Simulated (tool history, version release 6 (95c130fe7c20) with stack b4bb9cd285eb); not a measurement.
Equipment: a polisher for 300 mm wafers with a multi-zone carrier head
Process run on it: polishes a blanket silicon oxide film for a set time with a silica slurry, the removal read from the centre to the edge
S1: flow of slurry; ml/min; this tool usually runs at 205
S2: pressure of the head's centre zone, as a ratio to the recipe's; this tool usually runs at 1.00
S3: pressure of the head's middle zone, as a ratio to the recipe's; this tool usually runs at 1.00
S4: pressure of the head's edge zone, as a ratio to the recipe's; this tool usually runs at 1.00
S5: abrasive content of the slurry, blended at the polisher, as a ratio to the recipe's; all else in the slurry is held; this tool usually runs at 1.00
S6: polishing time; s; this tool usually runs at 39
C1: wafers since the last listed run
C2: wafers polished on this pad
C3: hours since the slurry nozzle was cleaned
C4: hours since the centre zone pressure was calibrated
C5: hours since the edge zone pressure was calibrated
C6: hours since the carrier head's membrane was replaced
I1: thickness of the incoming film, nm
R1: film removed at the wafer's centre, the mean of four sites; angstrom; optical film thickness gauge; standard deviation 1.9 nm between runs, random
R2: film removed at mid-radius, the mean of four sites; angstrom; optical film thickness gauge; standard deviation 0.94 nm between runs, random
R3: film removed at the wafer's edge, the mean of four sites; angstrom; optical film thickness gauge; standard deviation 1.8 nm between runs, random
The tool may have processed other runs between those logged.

{"run": 1, "hour": 0.0, "S1": 205, "S2": 1.0, "S3": 1.0, "S4": 1.0, "S5": 1.0, "S6": 39, "C1": 0, "C2": 325, "C3": 85.9, "C4": 624.0, "C5": 109.4, "C6": 56.5, "I1": 1105.1, "R1": 1726, "R2": 1533, "R3": 1577}
{"run": 2, "hour": 23.1, "S1": 205, "S2": 0.93, "S3": 1.0, "S4": 1.0, "S5": 1.0, "S6": 39, "C1": 245, "C2": 571, "C3": 109.0, "C4": 647.1, "C5": 132.5, "C6": 79.6, "I1": 1110.3, "R1": 1619, "R2": 1548, "R3": 1561}
{"run": 3, "hour": 48.7, "S1": 205, "S2": 1.0, "S3": 1.0, "S4": 1.0, "S5": 1.0, "S6": 39, "C1": 272, "C2": 844, "C3": 134.6, "C4": 672.7, "C5": 158.1, "C6": 105.2, "I1": 1120.0, "R1": 1697, "R2": 1532, "R3": 1545}
{"run": 4, "hour": 62.9, "S1": 205, "S2": 1.0, "S3": 1.0, "S4": 1.0, "S5": 1.2, "S6": 39, "C1": 151, "C2": 995, "C3": 148.8, "C4": 686.9, "C5": 172.3, "C6": 119.4, "I1": 1111.9, "R1": 1846, "R2": 1609, "R3": 1608}
{"run": 5, "hour": 82.4, "S1": 205, "S2": 1.0, "S3": 1.0, "S4": 1.0, "S5": 1.0, "S6": 39, "C1": 207, "C2": 1203, "C3": 168.3, "C4": 706.4, "C5": 191.8, "C6": 138.9, "I1": 1142.0, "R1": 1712, "R2": 1528, "R3": 1542}
{"run": 6, "hour": 109.9, "S1": 205, "S2": 1.0, "S3": 1.0, "S4": 1.0, "S5": 1.0, "S6": 39, "C1": 292, "C2": 1495, "C3": 195.8, "C4": 733.9, "C5": 219.3, "C6": 166.4, "I1": 1123.7, "R1": 1725, "R2": 1524, "R3": 1552}
{"run": 7, "hour": 130.4, "S1": 185, "S2": 1.0, "S3": 1.08, "S4": 1.0, "S5": 0.85, "S6": 39, "C1": 218, "C2": 1714, "C3": 216.3, "C4": 754.4, "C5": 239.8, "C6": 186.9, "I1": 1114.7, "R1": 1641, "R2": 1547, "R3": 1470}
{"run": 8, "hour": 144.9, "S1": 205, "S2": 1.0, "S3": 1.0, "S4": 1.0, "S5": 1.0, "S6": 39, "C1": 154, "C2": 1868, "C3": 230.8, "C4": 768.9, "C5": 254.3, "C6": 201.4, "I1": 1118.4, "R1": 1754, "R2": 1539, "R3": 1558}
{"hour": 166.1, "done": "slurry nozzle cleaned"}
{"run": 9, "hour": 176.9, "S1": 205, "S2": 1.0, "S3": 1.0, "S4": 1.0, "S5": 1.0, "S6": 47, "C1": 330, "C2": 2198, "C3": 10.8, "C4": 800.9, "C5": 286.3, "C6": 233.4, "I1": 1113.6, "R1": 2068, "R2": 1854, "R3": 1900}
{"hour": 189.0, "done": "worn pad replaced by a new one"}
{"run": 10, "hour": 202.6, "S1": 205, "S2": 1.07, "S3": 1.0, "S4": 0.91, "S5": 0.85, "S6": 39, "C1": 231, "C2": 144, "C3": 36.5, "C4": 826.6, "C5": 312.0, "C6": 259.1, "I1": 1141.3, "R1": 1762, "R2": 1452, "R3": 1388}
{"hour": 207.6, "done": "centre zone pressure recalibrated"}
{"hour": 210.7, "done": "edge zone pressure recalibrated"}
{"run": 11, "hour": 230.8, "S1": 260, "S2": 1.0, "S3": 1.11, "S4": 1.0, "S5": 1.0, "S6": 39, "C1": 257, "C2": 402, "C3": 64.7, "C4": 23.2, "C5": 20.1, "C6": 287.3, "I1": 1118.9, "R1": 1615, "R2": 1731, "R3": 1581}
{"run": 12, "hour": 246.6, "S1": 205, "S2": 1.03, "S3": 1.06, "S4": 1.0, "S5": 1.0, "S6": 34, "C1": 168, "C2": 570, "C3": 80.5, "C4": 39.0, "C5": 35.9, "C6": 303.1, "I1": 1128.2, "R1": 1396, "R2": 1414, "R3": 1334}
{"run": 13, "hour": 277.4, "S1": 205, "S2": 1.09, "S3": 1.0, "S4": 1.0, "S5": 1.0, "S6": 39, "C1": 327, "C2": 898, "C3": 111.3, "C4": 69.8, "C5": 66.7, "C6": 333.9, "I1": 1121.0, "R1": 1685, "R2": 1525, "R3": 1516}
{"run": 14, "hour": 294.2, "S1": 260, "S2": 1.0, "S3": 1.0, "S4": 0.92, "S5": 1.0, "S6": 39, "C1": 178, "C2": 1077, "C3": 128.1, "C4": 86.6, "C5": 83.5, "C6": 350.7, "I1": 1118.3, "R1": 1644, "R2": 1578, "R3": 1515}
{"run": 15, "hour": 309.5, "S1": 205, "S2": 1.04, "S3": 1.0, "S4": 1.0, "S5": 1.0, "S6": 39, "C1": 162, "C2": 1240, "C3": 143.4, "C4": 101.9, "C5": 98.8, "C6": 366.0, "I1": 1111.5, "R1": 1683, "R2": 1515, "R3": 1539}
{"run": 16, "hour": 323.6, "S1": 205, "S2": 0.95, "S3": 1.03, "S4": 1.04, "S5": 1.15, "S6": 39, "C1": 150, "C2": 1390, "C3": 157.5, "C4": 116.0, "C5": 112.9, "C6": 380.1, "I1": 1136.3, "R1": 1575, "R2": 1626, "R3": 1635}
{"run": 17, "hour": 341.5, "S1": 205, "S2": 1.0, "S3": 1.0, "S4": 1.0, "S5": 1.0, "S6": 39, "C1": 190, "C2": 1580, "C3": 175.4, "C4": 133.9, "C5": 130.8, "C6": 398.0, "I1": 1132.9, "R1": 1624, "R2": 1536, "R3": 1525}
{"run": 18, "hour": 368.4, "S1": 205, "S2": 1.0, "S3": 0.89, "S4": 1.05, "S5": 1.0, "S6": 28, "C1": 286, "C2": 1867, "C3": 202.3, "C4": 160.8, "C5": 157.7, "C6": 424.9, "I1": 1138.1, "R1": 1163, "R2": 1009, "R3": 1147}
{"hour": 402.3, "done": "worn pad replaced by a new one"}
{"hour": 404.5, "done": "slurry nozzle cleaned"}
{"run": 19, "hour": 405.0, "S1": 205, "S2": 1.0, "S3": 1.0, "S4": 1.0, "S5": 1.0, "S6": 39, "C1": 336, "C2": 17, "C3": 0.5, "C4": 197.4, "C5": 194.3, "C6": 461.5, "I1": 1113.7, "R1": 1637, "R2": 1526, "R3": 1538}
{"run": 20, "hour": 423.9, "S1": 205, "S2": 0.95, "S3": 1.0, "S4": 1.0, "S5": 1.0, "S6": 44, "C1": 201, "C2": 219, "C3": 19.4, "C4": 216.3, "C5": 213.2, "C6": 480.4, "I1": 1108.3, "R1": 1751, "R2": 1738, "R3": 1743}
{"run": 21, "hour": 442.7, "S1": 205, "S2": 0.97, "S3": 1.09, "S4": 1.11, "S5": 1.0, "S6": 39, "C1": 200, "C2": 419, "C3": 38.2, "C4": 235.1, "C5": 232.0, "C6": 499.2, "I1": 1129.3, "R1": 1561, "R2": 1653, "R3": 1655}
{"run": 22, "hour": 458.8, "S1": 205, "S2": 1.0, "S3": 0.91, "S4": 1.0, "S5": 1.0, "S6": 28, "C1": 171, "C2": 590, "C3": 54.3, "C4": 251.2, "C5": 248.1, "C6": 515.3, "I1": 1126.9, "R1": 1171, "R2": 1015, "R3": 1123}
{"run": 23, "hour": 487.7, "S1": 205, "S2": 1.0, "S3": 1.0, "S4": 1.0, "S5": 1.0, "S6": 45, "C1": 307, "C2": 898, "C3": 83.2, "C4": 280.1, "C5": 277.0, "C6": 544.2, "I1": 1112.8, "R1": 1928, "R2": 1771, "R3": 1773}

What would each run have given without the hidden state, its run-to-run variation left as it was?
What the log doesn't record here: removal rate lost through wear of the pad, %; slurry flow missing at the pad, %; deviation of the centre zone's pressure from its setpoint, %; deviation of the edge zone's pressure from its setpoint, %.
run=1 R1=1563
run=2 R1=1464
run=3 R1=1534
run=4 R1=1668
run=5 R1=1546
run=6 R1=1556
run=7 R1=1480
run=8 R1=1582
run=9 R1=1863
run=10 R1=1587
run=11 R1=1631
run=12 R1=1400
run=13 R1=1670
run=14 R1=1619
run=15 R1=1650
run=16 R1=1537
run=17 R1=1576
run=18 R1=1121
run=19 R1=1564
run=20 R1=1666
run=21 R1=1480
run=22 R1=1107
run=23 R1=1814
R2: at most 2 angstrom away from the measurement, every run.
R3: as measured in every run.

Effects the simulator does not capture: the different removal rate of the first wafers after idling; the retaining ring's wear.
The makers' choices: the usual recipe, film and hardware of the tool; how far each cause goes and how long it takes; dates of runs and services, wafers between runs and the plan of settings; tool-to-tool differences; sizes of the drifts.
